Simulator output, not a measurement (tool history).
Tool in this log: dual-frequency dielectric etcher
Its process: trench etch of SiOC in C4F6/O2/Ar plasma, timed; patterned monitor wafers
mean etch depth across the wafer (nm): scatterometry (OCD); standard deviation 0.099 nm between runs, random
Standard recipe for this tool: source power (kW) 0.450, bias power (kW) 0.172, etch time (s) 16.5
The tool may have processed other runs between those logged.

run	day	source power (kW)	bias power (kW)	etch time (s)	read-back reference wafer on the same gauge, depth_nm	mean etch depth across the wafer (nm)
1	0.000	0.450	0.172	16.5	31.40	35.29
2	1.825	0.450	0.172	16.5	31.40	35.28
3	3.800	0.450	0.172	16.5	31.41	35.40
4	6.388	0.450	0.205	16.5	31.39	37.30
5	9.062	0.450	0.205	16.5	31.42	37.67
6	10.850	0.450	0.160	16.5	31.41	34.86
7	12.375	0.450	0.156	16.5	31.41	34.56
8	14.496	0.450	0.156	16.5	31.39	34.66
9	17.475	0.450	0.156	16.5	31.39	34.73
10	18.592	0.520	0.184	14.0	31.39	32.68
11	20.888	0.350	0.198	16.5	31.40	34.56
12	26.867	0.450	0.172	16.5	31.39	36.32
13	29.162	0.400	0.172	13.5	31.42	27.52
14	30.325	0.390	0.130	20.5	31.40	38.10
15	31.546	0.500	0.190	16.5	31.42	37.82
16	34.254	0.450	0.172	16.5	31.39	35.37
17	36.004	0.420	0.199	16.5	31.40	36.20
18	38.525	0.450	0.172	16.5	31.42	35.48

Taken out of this log: 6 entries between the listed runs. Where each belongs, and how the hidden state differs across it:
Between runs 7 and 8: upper electrode replaced (day 13.700); gauge calibrated (day 14.488)
  etch rate over this chamber's usual, %: 1.06 -> 1.21
  measured minus no-state result, mean etch depth across the wafer (nm): +0.36 -> +0.41
Between runs 8 and 9: bias power generator calibrated (day 15.762); source power generator calibrated (day 17.225)
  etch rate over this chamber's usual, %: 1.21 -> 1.42
  measured minus no-state result, mean etch depth across the wafer (nm): +0.41 -> +0.49
Between runs 10 and 11: wet clean of the chamber (day 20.867)
  etch rate over this chamber's usual, %: 1.5 -> 2.86
  measured minus no-state result, mean etch depth across the wafer (nm): +0.48 -> +0.96
Between runs 12 and 13: wet clean of the chamber, repeated, since the last time left the tool worse (day 29.142)
  etch rate over this chamber's usual, %: 3.28 -> -0.157
  measured minus no-state result, mean etch depth across the wafer (nm): +1.15 -> -0.04
